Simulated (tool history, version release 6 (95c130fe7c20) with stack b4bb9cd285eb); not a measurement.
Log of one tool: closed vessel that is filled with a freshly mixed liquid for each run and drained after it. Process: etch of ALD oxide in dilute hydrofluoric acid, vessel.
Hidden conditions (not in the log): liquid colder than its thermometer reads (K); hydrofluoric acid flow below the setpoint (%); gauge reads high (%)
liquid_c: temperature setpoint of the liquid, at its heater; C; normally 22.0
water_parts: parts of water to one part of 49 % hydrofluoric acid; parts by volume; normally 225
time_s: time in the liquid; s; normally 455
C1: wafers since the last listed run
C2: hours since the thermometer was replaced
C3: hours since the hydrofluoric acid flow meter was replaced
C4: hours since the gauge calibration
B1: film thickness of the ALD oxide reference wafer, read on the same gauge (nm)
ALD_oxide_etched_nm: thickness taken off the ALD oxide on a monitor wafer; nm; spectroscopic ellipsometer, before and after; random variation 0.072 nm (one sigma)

run 1 hour=0.0 | liquid_c=22.0 water_parts=225 time_s=455 | C1=0 C2=391.9 C3=923.9 C4=498.9 | B1=100.00 | ALD_oxide_etched_nm=16.76
run 2 hour=48.9 | liquid_c=22.0 water_parts=225 time_s=455 | C1=2632 C2=440.8 C3=972.8 C4=547.8 | B1=99.99 | ALD_oxide_etched_nm=16.56
run 3 hour=88.7 | liquid_c=22.0 water_parts=225 time_s=455 | C1=2142 C2=480.6 C3=1012.6 C4=587.6 | B1=100.00 | ALD_oxide_etched_nm=16.50
run 4 hour=143.6 | liquid_c=22.0 water_parts=225 time_s=310 | C1=2955 C2=535.5 C3=1067.5 C4=642.5 | B1=100.00 | ALD_oxide_etched_nm=11.20
run 5 hour=206.9 | liquid_c=22.0 water_parts=225 time_s=310 | C1=3407 C2=598.8 C3=1130.8 C4=705.8 | B1=99.99 | ALD_oxide_etched_nm=11.20
-- hour=318.0 gauge calibrated
run 6 hour=370.5 | liquid_c=22.0 water_parts=225 time_s=310 | C1=8808 C2=762.4 C3=1294.4 C4=52.5 | B1=100.01 | ALD_oxide_etched_nm=11.11
-- hour=407.1 thermometer replaced
run 7 hour=420.9 | liquid_c=24.0 water_parts=225 time_s=280 | C1=2659 C2=13.8 C3=1344.8 C4=102.9 | B1=99.99 | ALD_oxide_etched_nm=11.23
run 8 hour=446.5 | liquid_c=22.0 water_parts=195 time_s=455 | C1=1378 C2=39.4 C3=1370.4 C4=128.5 | B1=100.02 | ALD_oxide_etched_nm=20.10
-- hour=457.1 hydrofluoric acid flow meter replaced
run 9 hour=509.7 | liquid_c=22.0 water_parts=225 time_s=455 | C1=3348 C2=102.6 C3=52.6 C4=191.7 | B1=99.99 | ALD_oxide_etched_nm=16.89
run 10 hour=574.5 | liquid_c=22.0 water_parts=130 time_s=595 | C1=3488 C2=167.4 C3=117.4 C4=256.5 | B1=99.99 | ALD_oxide_etched_nm=42.62
run 11 hour=615.1 | liquid_c=18.0 water_parts=225 time_s=455 | C1=2185 C2=208.0 C3=158.0 C4=297.1 | B1=100.01 | ALD_oxide_etched_nm=14.42
run 12 hour=664.0 | liquid_c=27.0 water_parts=255 time_s=315 | C1=2632 C2=256.9 C3=206.9 C4=346.0 | B1=100.00 | ALD_oxide_etched_nm=12.00
run 13 hour=688.6 | liquid_c=22.0 water_parts=290 time_s=455 | C1=1324 C2=281.5 C3=231.5 C4=370.6 | B1=100.00 | ALD_oxide_etched_nm=12.30
run 14 hour=730.5 | liquid_c=20.0 water_parts=325 time_s=215 | C1=2255 C2=323.4 C3=273.4 C4=412.5 | B1=99.97 | ALD_oxide_etched_nm=4.61
run 15 hour=780.5 | liquid_c=26.5 water_parts=135 time_s=550 | C1=2691 C2=373.4 C3=323.4 C4=462.5 | B1=100.00 | ALD_oxide_etched_nm=43.93
run 16 hour=846.8 | liquid_c=19.0 water_parts=300 time_s=455 | C1=3569 C2=439.7 C3=389.7 C4=528.8 | B1=100.00 | ALD_oxide_etched_nm=10.35
run 17 hour=878.8 | liquid_c=25.0 water_parts=275 time_s=365 | C1=1722 C2=471.7 C3=421.7 C4=560.8 | B1=100.03 | ALD_oxide_etched_nm=11.58

Alternative continuations, all from the tool just after run 17; predict every row:
run A hour=879.6 | liquid_c=22.0 water_parts=225 time_s=455 | C1=43 C2=472.5 C3=422.5 C4=561.6 | B1=? | ALD_oxide_etched_nm=?
run B hour=879.6 | liquid_c=22.0 water_parts=285 time_s=455 | C1=43 C2=472.5 C3=422.5 C4=561.6 | B1=? | ALD_oxide_etched_nm=?
run C hour=879.6 | liquid_c=18.0 water_parts=170 time_s=620 | C1=43 C2=472.5 C3=422.5 C4=561.6 | B1=? | ALD_oxide_etched_nm=?
run D hour=879.6 | liquid_c=18.5 water_parts=135 time_s=245 | C1=43 C2=472.5 C3=422.5 C4=561.6 | B1=? | ALD_oxide_etched_nm=?
run E hour=879.6 | liquid_c=22.0 water_parts=155 time_s=595 | C1=43 C2=472.5 C3=422.5 C4=561.6 | B1=? | ALD_oxide_etched_nm=?

run=A B1=100.01 ALD_oxide_etched_nm=16.51
run=B B1=100.01 ALD_oxide_etched_nm=12.31
run=C B1=100.01 ALD_oxide_etched_nm=26.85
run=D B1=100.01 ALD_oxide_etched_nm=14.11
run=E B1=100.01 ALD_oxide_etched_nm=33.65
With the hidden condition removed and each run's random variation left untouched, the same runs would have given:
run=A ALD_oxide_etched_nm=17.12
run=B ALD_oxide_etched_nm=12.75
run=C ALD_oxide_etched_nm=27.92
run=D ALD_oxide_etched_nm=14.68
run=E ALD_oxide_etched_nm=34.95
